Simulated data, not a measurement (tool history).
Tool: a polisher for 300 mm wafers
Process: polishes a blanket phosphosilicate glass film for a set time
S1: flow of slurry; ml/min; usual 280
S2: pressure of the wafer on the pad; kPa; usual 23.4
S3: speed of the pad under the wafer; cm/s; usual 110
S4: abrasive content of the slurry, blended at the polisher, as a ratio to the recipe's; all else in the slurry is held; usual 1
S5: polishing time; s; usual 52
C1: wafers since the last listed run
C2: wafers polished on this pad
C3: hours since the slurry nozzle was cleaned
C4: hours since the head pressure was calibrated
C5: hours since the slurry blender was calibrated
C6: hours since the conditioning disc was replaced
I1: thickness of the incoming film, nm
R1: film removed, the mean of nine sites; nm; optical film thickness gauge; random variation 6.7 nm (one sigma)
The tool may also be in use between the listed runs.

Run 1, hour 0: usual settings but S2 26.2 kPa, S3 134 cm/s; C1 0; C2 7404; C3 300.8; C4 658.5; C5 668.6; C6 466.6; I1 2125.6. Result: R1 808.5 nm.
At hour 21.9: slurry blender recalibrated.
Run 2, hour 108: usual settings but S2 26.2 kPa, S3 134 cm/s; C1 1193; C2 8597; C3 408.8; C4 766.5; C5 86.1; C6 574.6; I1 2141.3. Result: R1 802.3 nm.
At hour 134.6: worn pad replaced by a new one.
Run 3, hour 162.2: usual settings but S1 375 ml/min, S2 17.2 kPa, S3 74 cm/s, S5 58 s; C1 565; C2 310; C3 463; C4 820.7; C5 140.3; C6 628.8; I1 2164.2. Result: R1 378 nm.
Run 4, hour 209.4: usual settings; C1 531; C2 842; C3 510.2; C4 867.9; C5 187.5; C6 676; I1 2147.9. Result: R1 621.4 nm.
At hour 300.9: head pressure recalibrated.
At hour 320.7: conditioning disc replaced and pad reconditioned.
At hour 446: slurry nozzle cleaned.
Run 5, hour 449.9: usual settings but S1 245 ml/min, S2 28.3 kPa, S5 40 s; C1 2650; C2 3492; C3 3.9; C4 149; C5 428; C6 129.2; I1 2139.1. Result: R1 520.8 nm.
Run 6, hour 506.8: usual settings but S1 245 ml/min, S2 17.9 kPa, S3 146 cm/s, S5 47 s; C1 640; C2 4133; C3 60.8; C4 205.9; C5 484.9; C6 186.1; I1 2116.4. Result: R1 496.8 nm.
Run 7, hour 594.6: usual settings; C1 988; C2 5121; C3 148.6; C4 293.7; C5 572.7; C6 273.9; I1 2182.4. Result: R1 593.6 nm.
Run 8, hour 687.7: usual settings but S1 185 ml/min, S2 16.5 kPa, S3 130 cm/s, S4 0.8; C1 1047; C2 6169; C3 241.7; C4 386.8; C5 665.8; C6 367; I1 2145.3. Result: R1 412.6 nm.
Run 9, hour 741.9: usual settings but S2 20.7 kPa, S4 0.9; C1 610; C2 6779; C3 295.9; C4 441; C5 720; C6 421.2; I1 2128.4. Result: R1 498.5 nm.
At hour 821.1: slurry blender recalibrated.
Run 10, hour 844.5: usual settings but S1 370 ml/min, S2 18.6 kPa, S3 88 cm/s, S5 46 s; C1 1132; C2 7911; C3 398.5; C4 543.6; C5 23.4; C6 523.8; I1 2190.8. Result: R1 362 nm.
Run 11, hour 906.4: usual settings but S2 27.6 kPa, S4 0.75, S5 66 s; C1 696; C2 8608; C3 460.4; C4 605.5; C5 85.3; C6 585.7; I1 2188.4. Result: R1 770.7 nm.
At hour 932.5: worn pad replaced by a new one, of another model than before.
Run 12, hour 951.8: usual settings but S1 375 ml/min, S2 18.6 kPa, S4 1.25, S5 36 s; C1 465; C2 216; C3 505.8; C4 650.9; C5 130.7; C6 631.1; I1 2182.3. Result: R1 392.3 nm.
Run 13, hour 989.9: usual settings; C1 428; C2 645; C3 543.9; C4 689; C5 168.8; C6 669.2; I1 2120.5. Result: R1 588.1 nm.

Run 14 comes next. What will it give?
Run 14, hour 1029.3: usual settings but S2 29 kPa, S3 130 cm/s; C1 443; C2 1089; C3 583.3; C4 728.4; C5 208.2; C6 708.6; I1 2120.4. Result: R1 ?.

Run 14 gave R1 738.2 nm.
Without the tool's hidden state the same run would have given R1 704.4 nm.
